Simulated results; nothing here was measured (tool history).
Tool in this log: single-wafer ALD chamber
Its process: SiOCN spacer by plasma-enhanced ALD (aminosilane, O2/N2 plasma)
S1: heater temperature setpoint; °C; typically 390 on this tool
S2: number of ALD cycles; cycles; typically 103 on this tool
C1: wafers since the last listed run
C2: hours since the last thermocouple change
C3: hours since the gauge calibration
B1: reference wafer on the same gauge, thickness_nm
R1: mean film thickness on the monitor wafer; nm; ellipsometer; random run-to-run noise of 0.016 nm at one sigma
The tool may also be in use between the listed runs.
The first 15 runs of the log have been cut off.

run 16 hour=370.0 | S1=390 S2=103 | C1=60 C2=1309.8 C3=673.9 | B1=6.073 | R1=6.487
-- hour=379.7 thermocouple changed; heater temperature recalibrated
run 17 hour=401.6 | S1=390 S2=103 | C1=80 C2=21.9 C3=705.5 | B1=6.086 | R1=6.535
run 18 hour=433.4 | S1=390 S2=103 | C1=109 C2=53.7 C3=737.3 | B1=6.088 | R1=6.523
run 19 hour=451.9 | S1=380 S2=103 | C1=63 C2=72.2 C3=755.8 | B1=6.088 | R1=6.524
run 20 hour=474.7 | S1=376 S2=86 | C1=78 C2=95.0 C3=778.6 | B1=6.099 | R1=5.483
run 21 hour=494.3 | S1=381 S2=98 | C1=67 C2=114.6 C3=798.2 | B1=6.108 | R1=6.229
run 22 hour=523.8 | S1=394 S2=91 | C1=101 C2=144.1 C3=827.7 | B1=6.118 | R1=5.785
run 23 hour=552.2 | S1=376 S2=118 | C1=97 C2=172.5 C3=856.1 | B1=6.132 | R1=7.524
run 24 hour=574.3 | S1=398 S2=114 | C1=75 C2=194.6 C3=878.2 | B1=6.136 | R1=7.294
run 25 hour=590.6 | S1=396 S2=110 | C1=55 C2=210.9 C3=894.5 | B1=6.138 | R1=7.011
run 26 hour=625.4 | S1=381 S2=83 | C1=119 C2=245.7 C3=929.3 | B1=6.153 | R1=5.298
run 27 hour=647.1 | S1=390 S2=103 | C1=74 C2=267.4 C3=951.0 | B1=6.158 | R1=6.591

Run 28 is up next; what results do you expect?
run 28 hour=668.8 | S1=380 S2=120 | C1=74 C2=289.1 C3=972.7 | B1=? | R1=?

B1: 6.177
R1: 7.703 nm
Were there no unlogged condition in the tool, this run, its random variation unchanged, would have produced R1 7.482 nm.
